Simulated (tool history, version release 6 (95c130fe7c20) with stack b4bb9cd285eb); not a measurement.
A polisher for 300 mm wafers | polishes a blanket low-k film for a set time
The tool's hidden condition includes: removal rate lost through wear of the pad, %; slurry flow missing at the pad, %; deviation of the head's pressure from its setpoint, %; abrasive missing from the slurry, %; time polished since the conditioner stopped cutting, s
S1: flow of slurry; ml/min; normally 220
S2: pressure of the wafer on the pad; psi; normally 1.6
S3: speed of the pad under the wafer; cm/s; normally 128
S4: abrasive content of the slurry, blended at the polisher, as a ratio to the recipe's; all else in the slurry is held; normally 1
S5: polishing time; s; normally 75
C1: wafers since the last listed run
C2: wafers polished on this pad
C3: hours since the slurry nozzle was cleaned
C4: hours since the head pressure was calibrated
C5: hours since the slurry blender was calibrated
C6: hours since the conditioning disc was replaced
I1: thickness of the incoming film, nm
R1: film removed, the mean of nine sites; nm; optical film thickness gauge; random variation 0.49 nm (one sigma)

| run | hour | S1 | S2 | S3 | S4 | S5 | C1 | C2 | C3 | C4 | C5 | C6 | I1 | R1 |
|---|---|---|---|---|---|---|---|---|---|---|---|---|---|---|
| 1 | 0 | 220 | 1.6 | 128 | 0.75 | 75 | 0 | 1102 | 21.6 | 1059.5 | 134.9 | 155.9 | 530.5 | 29.4 |
| 2 | 30.4 | 270 | 1.6 | 128 | 1 | 75 | 175 | 1277 | 52 | 1089.9 | 165.3 | 186.3 | 527.4 | 36.7 |
| 3 | 59.2 | 270 | 1.6 | 128 | 1 | 75 | 165 | 1443 | 80.8 | 1118.7 | 194.1 | 215.1 | 515.4 | 36.1 |
|  | 95.4 | worn pad replaced by a new one |
| 4 | 116.5 | 220 | 1.5 | 128 | 1 | 75 | 306 | 121 | 138.1 | 1176 | 251.4 | 272.4 | 524.7 | 31.8 |
|  | 182.7 | conditioning disc replaced and pad reconditioned |
| 5 | 183.2 | 220 | 1.5 | 128 | 1 | 75 | 372 | 493 | 204.8 | 1242.7 | 318.1 | 0.5 | 523.2 | 30.9 |
|  | 198.4 | slurry blender recalibrated |
| 6 | 218.5 | 220 | 1.5 | 128 | 1 | 75 | 191 | 685 | 240.1 | 1278 | 20.1 | 35.8 | 522 | 31.2 |
|  | 248.4 | head pressure recalibrated |
| 7 | 249.7 | 220 | 1.6 | 128 | 1 | 75 | 168 | 853 | 271.3 | 1.3 | 51.3 | 67 | 525.1 | 32.2 |
| 8 | 295.1 | 220 | 1.6 | 128 | 1 | 75 | 261 | 1115 | 316.7 | 46.7 | 96.7 | 112.4 | 515.3 | 33 |
| 9 | 322.8 | 220 | 1.6 | 128 | 1 | 75 | 159 | 1274 | 344.4 | 74.4 | 124.4 | 140.1 | 516.2 | 32.4 |
|  | 349.8 | worn pad replaced by a new one |
| 10 | 383.2 | 220 | 1.6 | 128 | 1 | 75 | 324 | 192 | 404.8 | 134.8 | 184.8 | 200.5 | 512.6 | 33.4 |
|  | 394.8 | slurry nozzle cleaned |
| 11 | 413.9 | 290 | 1.6 | 92 | 0.9 | 96 | 171 | 363 | 19.1 | 165.5 | 215.5 | 231.2 | 524.7 | 33.3 |
| 12 | 458.5 | 220 | 1.6 | 128 | 1 | 84 | 256 | 620 | 63.7 | 210.1 | 260.1 | 275.8 | 522 | 38.3 |
|  | 478.7 | slurry blender recalibrated |
| 13 | 486.8 | 145 | 1.6 | 128 | 1 | 75 | 151 | 771 | 92 | 238.4 | 8.1 | 304.1 | 529.5 | 31.7 |
| 14 | 535.8 | 220 | 1.6 | 166 | 0.85 | 75 | 282 | 1053 | 141 | 287.4 | 57.1 | 353.1 | 519.4 | 37.1 |
|  | 556.4 | conditioning disc replaced and pad reconditioned |
| 15 | 564.5 | 220 | 1.6 | 128 | 1 | 75 | 153 | 1207 | 169.7 | 316.1 | 85.8 | 8.1 | 522.8 | 32.7 |
|  | 643.6 | worn pad replaced by a new one |
|  | 745.3 | slurry nozzle cleaned |
| 16 | 745.8 | 220 | 1.6 | 128 | 0.85 | 86 | 1015 | 582 | 0.5 | 497.4 | 267.1 | 189.4 | 522.5 | 36.9 |
|  | 763.9 | slurry blender recalibrated |
| 17 | 816.7 | 220 | 1.6 | 128 | 1 | 75 | 396 | 979 | 71.4 | 568.3 | 52.8 | 260.3 | 529 | 34.6 |
|  | 862.5 | conditioning disc replaced and pad reconditioned |
| 18 | 872.3 | 220 | 1.8 | 142 | 0.9 | 57 | 308 | 1287 | 127 | 623.9 | 108.4 | 9.8 | 529.6 | 30.2 |
|  | 917 | worn pad replaced by a new one |
| 19 | 927.8 | 200 | 1.6 | 128 | 1.15 | 57 | 296 | 62 | 182.5 | 679.4 | 163.9 | 65.3 | 523.6 | 27.2 |
| 20 | 975.3 | 265 | 1.2 | 116 | 1 | 85 | 273 | 335 | 230 | 726.9 | 211.4 | 112.8 | 526.3 | 26.6 |
| 21 | 1032 | 220 | 1.6 | 128 | 1 | 75 | 326 | 662 | 286.7 | 783.6 | 268.1 | 169.5 | 512.8 | 32.5 |
| 22 | 1061 | 265 | 2.2 | 166 | 1 | 84 | 166 | 829 | 315.7 | 812.6 | 297.1 | 198.5 | 519.8 | 64.4 |
|  | 1078.1 | slurry blender recalibrated |
|  | 1081.4 | slurry nozzle cleaned |
| 23 | 1123.5 | 220 | 1.6 | 128 | 1 | 75 | 342 | 1171 | 42.1 | 875.1 | 45.4 | 261 | 522.7 | 34.7 |
| 24 | 1168.3 | 175 | 1.6 | 116 | 1 | 75 | 257 | 1429 | 86.9 | 919.9 | 90.2 | 305.8 | 525.6 | 31.5 |
|  | 1178.3 | worn pad replaced by a new one |
|  | 1189 | conditioning disc replaced and pad reconditioned |
| 25 | 1237.4 | 250 | 1.6 | 144 | 1 | 93 | 363 | 328 | 156 | 989 | 159.3 | 48.4 | 525.4 | 47.7 |

Each run again, without the hidden state but with its own random variation kept:
| run | R1 |
|---|---|
| 1 | 29.7 |
| 2 | 37.4 |
| 3 | 37 |
| 4 | 33.5 |
| 5 | 33 |
| 6 | 33.4 |
| 7 | 34.7 |
| 8 | 35.7 |
| 9 | 35.2 |
| 10 | 36.3 |
| 11 | 33.6 |
| 12 | 39.5 |
| 13 | 33.7 |
| 14 | 39.2 |
| 15 | 34.8 |
| 16 | 37 |
| 17 | 35.7 |
| 18 | 31.7 |
| 19 | 29.1 |
| 20 | 28.3 |
| 21 | 35.2 |
| 22 | 68.9 |
| 23 | 35.5 |
| 24 | 33 |
| 25 | 50.2 |
